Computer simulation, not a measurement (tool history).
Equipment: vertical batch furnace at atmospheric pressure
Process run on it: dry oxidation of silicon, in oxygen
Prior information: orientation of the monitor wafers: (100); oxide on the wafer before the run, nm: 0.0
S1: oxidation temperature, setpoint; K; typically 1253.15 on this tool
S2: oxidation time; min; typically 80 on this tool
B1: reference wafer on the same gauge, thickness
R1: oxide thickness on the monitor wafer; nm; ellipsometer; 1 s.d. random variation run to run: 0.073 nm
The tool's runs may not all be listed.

Run 1, hour 0: usual settings but S2 63 min; B1 41.08. Result: R1 41.77 nm.
Run 2, hour 37.2: usual settings; B1 41.05. Result: R1 48.88 nm.
Run 3, hour 56.8: usual settings; B1 41.03. Result: R1 48.85 nm.
Run 4, hour 75.7: usual settings; B1 40.96. Result: R1 48.67 nm.
Run 5, hour 89.3: usual settings; B1 40.97. Result: R1 48.71 nm.
Run 6, hour 101.9: usual settings; B1 40.95. Result: R1 48.74 nm.
Run 7, hour 116.8: usual settings; B1 40.91. Result: R1 48.69 nm.
Run 8, hour 132.1: usual settings but S1 1266.15 K; B1 40.87. Result: R1 54.84 nm.

What will run 9 give?
At hour 157.6: thermocouples replaced and temperature profile calibrated.
At hour 158.5: gauge calibrated.
At hour 170.1: boat lift adjusted.
Run 9, hour 170.6: usual settings; B1 ?. Result: R1 ?.

For run 9 the tool returned B1 41.08, R1 48.96 nm.
With the hidden condition absent and the run-to-run variation left alone, this run would have shown R1 49 nm.
